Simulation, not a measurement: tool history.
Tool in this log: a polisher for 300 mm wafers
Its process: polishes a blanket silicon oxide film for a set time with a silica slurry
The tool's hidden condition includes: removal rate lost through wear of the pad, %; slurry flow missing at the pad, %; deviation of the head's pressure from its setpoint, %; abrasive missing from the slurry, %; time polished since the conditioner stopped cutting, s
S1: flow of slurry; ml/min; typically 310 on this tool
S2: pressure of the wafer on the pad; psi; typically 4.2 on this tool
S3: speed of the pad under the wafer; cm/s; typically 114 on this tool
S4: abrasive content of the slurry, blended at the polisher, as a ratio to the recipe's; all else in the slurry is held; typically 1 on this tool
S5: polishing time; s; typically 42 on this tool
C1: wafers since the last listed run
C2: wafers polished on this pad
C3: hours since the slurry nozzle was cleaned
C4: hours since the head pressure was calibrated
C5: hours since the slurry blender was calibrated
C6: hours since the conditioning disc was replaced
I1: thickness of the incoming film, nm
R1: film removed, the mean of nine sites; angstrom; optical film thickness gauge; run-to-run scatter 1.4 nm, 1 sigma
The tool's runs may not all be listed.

run	hour	S1	S2	S3	S4	S5	C1	C2	C3	C4	C5	C6	I1	R1
1	0	310	4.6	114	1	42	0	1671	158.9	424.4	224.4	385.8	1340.8	1292
# hour 0.2: conditioning disc replaced and pad reconditioned
2	54.8	310	4.2	122	1	42	714	2386	213.7	479.2	279.2	54.6	1332	1424
3	91.5	310	4.2	122	1	42	480	2866	250.4	515.9	315.9	91.3	1355.1	1410
# hour 107.3: worn pad replaced by a new one
4	137.5	310	4.2	114	1	42	549	395	296.4	561.9	361.9	137.3	1350.1	1343
# hour 189.3: slurry blender recalibrated
5	195	310	4.2	114	1	42	726	1122	353.9	619.4	5.7	194.8	1335.2	1317
6	223	310	4.2	114	1	42	366	1488	381.9	647.4	33.7	222.8	1359.1	1280
# hour 228.4: slurry nozzle cleaned
7	288	310	4.2	114	1	42	837	2326	59.6	712.4	98.7	287.8	1353.6	1250
# hour 335.1: worn pad replaced by a new one
8	345.1	310	3.7	114	1	33	695	131	116.7	769.5	155.8	344.9	1356.4	837
9	385.8	310	3.7	114	1	33	532	664	157.4	810.2	196.5	385.6	1335.9	848
# hour 398.6: conditioning disc replaced and pad reconditioned
10	435.7	310	3.7	114	1	33	627	1291	207.3	860.1	246.4	37.1	1333.2	937
11	592.3	310	4.2	114	1	42	2050	3341	363.9	1016.7	403	193.7	1334	1299
# hour 600.5: worn pad replaced by a new one
12	661.3	250	4.2	76	1	42	850	796	432.9	1085.7	472	262.7	1355.6	931
# hour 668.6: slurry nozzle cleaned
# hour 685.8: slurry blender recalibrated
13	728.3	415	4.2	114	0.8	42	837	1634	59.7	1152.7	42.5	329.7	1338.9	1089
14	771.4	310	4.7	114	1	42	564	2198	102.8	1195.8	85.6	372.8	1342.8	1333
# hour 808.7: head pressure recalibrated
# hour 835.6: conditioning disc replaced and pad reconditioned
15	836.9	310	4.2	114	1	42	805	3003	168.3	28.2	151.1	1.3	1352.2	1366
# hour 847.8: worn pad replaced by a new one
16	875.2	310	4.2	78	0.85	52	449	359	206.6	66.5	189.4	39.6	1341.4	1143
17	942.9	310	4.2	78	1	42	886	1245	274.3	134.2	257.1	107.3	1364.8	1016
18	992.8	310	4.2	114	0.85	38	653	1898	324.2	184.1	307	157.2	1330.4	1090
19	1046.1	310	4.2	114	1	34	697	2596	377.5	237.4	360.3	210.5	1326.8	1048
# hour 1061.6: slurry nozzle cleaned
20	1076.9	310	4.2	114	1	42	390	2986	15.3	268.2	391.1	241.3	1350.8	1316
# hour 1083.6: worn pad replaced by a new one
21	1110.2	225	4.2	114	1	42	383	347	48.6	301.5	424.4	274.6	1340.7	1239
22	1178.1	310	4.2	78	1	42	888	1236	116.5	369.4	492.3	342.5	1352	958
# hour 1192.2: conditioning disc replaced and pad reconditioned
# hour 1217.5: slurry blender recalibrated
23	1238.1	230	4.7	84	1.3	42	733	1969	176.5	429.4	20.6	45.9	1335	1304

5 ways to go on from here, each from the tool as it stands after run 23. What would each give?
A	1238.5	405	4.2	114	1	42	5	1974	176.9	429.8	21	46.3	1340.1	?
B	1238.5	275	4.2	114	1	42	5	1974	176.9	429.8	21	46.3	1340.1	?
C	1238.5	365	3	114	1.15	42	5	1974	176.9	429.8	21	46.3	1340.1	?
D	1238.5	310	4.2	144	1	42	5	1974	176.9	429.8	21	46.3	1340.1	?
E	1238.5	310	3.8	148	1	42	5	1974	176.9	429.8	21	46.3	1340.1	?

run	R1
A	1374
B	1332
C	1055
D	1597
E	1478
With no hidden state in the tool, these same runs would have given:
run	R1
A	1412
B	1368
C	1076
D	1650
E	1524
